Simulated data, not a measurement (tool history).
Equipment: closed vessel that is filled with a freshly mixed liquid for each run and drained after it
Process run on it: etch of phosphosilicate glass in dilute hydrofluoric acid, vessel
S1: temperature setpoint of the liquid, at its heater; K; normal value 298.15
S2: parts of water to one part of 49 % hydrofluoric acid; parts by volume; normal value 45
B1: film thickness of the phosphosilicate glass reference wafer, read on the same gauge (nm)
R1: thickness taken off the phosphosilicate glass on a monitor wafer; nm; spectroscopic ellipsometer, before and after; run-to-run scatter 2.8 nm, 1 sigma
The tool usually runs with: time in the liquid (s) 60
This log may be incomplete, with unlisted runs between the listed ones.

Run 1, hour 0: usual settings but S1 296.15 K; B1 70. Result: R1 266 nm.
Run 2, hour 24.9: usual settings but S1 296.15 K; B1 70.01. Result: R1 262.36 nm.
Run 3, hour 54.3: usual settings but S1 295.65 K; B1 70.01. Result: R1 258.78 nm.
At hour 63.7: thermometer replaced.
Run 4, hour 122.6: usual settings but S1 295.65 K; B1 69.99. Result: R1 242.89 nm.
Run 5, hour 172.7: usual settings but S1 295.65 K; B1 70.01. Result: R1 242.97 nm.
Run 6, hour 225.7: usual settings but S2 60 parts by volume; B1 69.99. Result: R1 199.46 nm.
Run 7, hour 267.8: usual settings; B1 69.99. Result: R1 270.58 nm.
Run 8, hour 331.6: usual settings but S1 300.15 K; B1 69.99. Result: R1 286.66 nm.
Run 9, hour 359.6: usual settings but S2 50 parts by volume, time in the liquid (s) 80; B1 70. Result: R1 321.83 nm.
Run 10, hour 399.5: usual settings; B1 70.03. Result: R1 264.44 nm.
Run 11, hour 425.1: usual settings but S1 302.15 K, S2 50 parts by volume, time in the liquid (s) 95; B1 69.98. Result: R1 445.98 nm.
At hour 441: gauge calibrated.
Run 12, hour 490.5: usual settings but S2 40 parts by volume, time in the liquid (s) 70; B1 70.01. Result: R1 356.4 nm.
Run 13, hour 526.1: usual settings but S1 294.65 K, time in the liquid (s) 30; B1 70.01. Result: R1 116.44 nm.
At hour 532.4: hydrofluoric acid flow meter replaced.
At hour 567.4: thermometer replaced.
Run 14, hour 589.5: usual settings but S2 40 parts by volume, time in the liquid (s) 90; B1 70.02. Result: R1 475.38 nm.
Run 15, hour 623.3: usual settings but time in the liquid (s) 40; B1 70.01. Result: R1 182.62 nm.
Run 16, hour 649.3: usual settings but time in the liquid (s) 45; B1 69.99. Result: R1 213.09 nm.
Run 17, hour 714.5: usual settings but S1 295.65 K, S2 35 parts by volume, time in the liquid (s) 30; B1 69.97. Result: R1 164.83 nm.
Run 18, hour 783.3: usual settings; B1 69.99. Result: R1 278.26 nm.
Run 19, hour 808.3: usual settings but S2 40 parts by volume; B1 70.02. Result: R1 316.48 nm.
Run 20, hour 850.5: usual settings; B1 70. Result: R1 276.29 nm.
Run 21, hour 907.1: usual settings but S1 296.15 K, S2 35 parts by volume, time in the liquid (s) 50; B1 70. Result: R1 278.52 nm.
Run 22, hour 960.8: usual settings but S1 293.65 K, S2 40 parts by volume, time in the liquid (s) 45; B1 70. Result: R1 195.68 nm.
Run 23, hour 1025.8: usual settings; B1 70.03. Result: R1 277.07 nm.
Run 24, hour 1057.7: usual settings but S2 30 parts by volume, time in the liquid (s) 75; B1 69.98. Result: R1 530.33 nm.
At hour 1104.3: thermometer replaced.
Run 25, hour 1126.8: usual settings but S1 295.65 K, S2 35 parts by volume, time in the liquid (s) 30; B1 70.02. Result: R1 154.52 nm.
Run 26, hour 1152.7: usual settings but S1 295.65 K, S2 35 parts by volume, time in the liquid (s) 30; B1 69.98. Result: R1 155.2 nm.
Run 27, hour 1218: usual settings but S1 294.65 K, S2 25 parts by volume; B1 70. Result: R1 421.83 nm.
Run 28, hour 1248.9: usual settings but S1 302.15 K, S2 35 parts by volume, time in the liquid (s) 35; B1 70.04. Result: R1 237.66 nm.
Run 29, hour 1306.9: usual settings; B1 70.01. Result: R1 261.27 nm.
At hour 1314.9: hydrofluoric acid flow meter replaced.
Run 30, hour 1521.8: usual settings but time in the liquid (s) 80; B1 69.98. Result: R1 382.08 nm.
Run 31, hour 1563.6: usual settings but S2 30 parts by volume, time in the liquid (s) 85; B1 70.01. Result: R1 620.73 nm.
Run 32, hour 1600.5: usual settings but S1 299.65 K, S2 35 parts by volume, time in the liquid (s) 85; B1 69.98. Result: R1 565.14 nm.

Each row is a separate what-if for the run after 32, all from the same tool condition, not one after another. Results?
Run A, hour 1601.2: usual settings but S1 301.65 K; B1 ?. Result: R1 ?.
Run B, hour 1601.2: usual settings but time in the liquid (s) 95; B1 ?. Result: R1 ?.
Run C, hour 1601.2: usual settings but S2 30 parts by volume, time in the liquid (s) 35; B1 ?. Result: R1 ?.
Run D, hour 1601.2: usual settings but S1 294.15 K, S2 30 parts by volume, time in the liquid (s) 40; B1 ?. Result: R1 ?.

run     B1      R1
  A  69.99  330.38
  B  69.99  454.98
  C  69.99  257.08
  D  69.99  248.77
Had the tool no hidden state, the same runs would have come out as:
run      R1
  A  323.46
  B  444.54
  C  250.79
  D  242.15
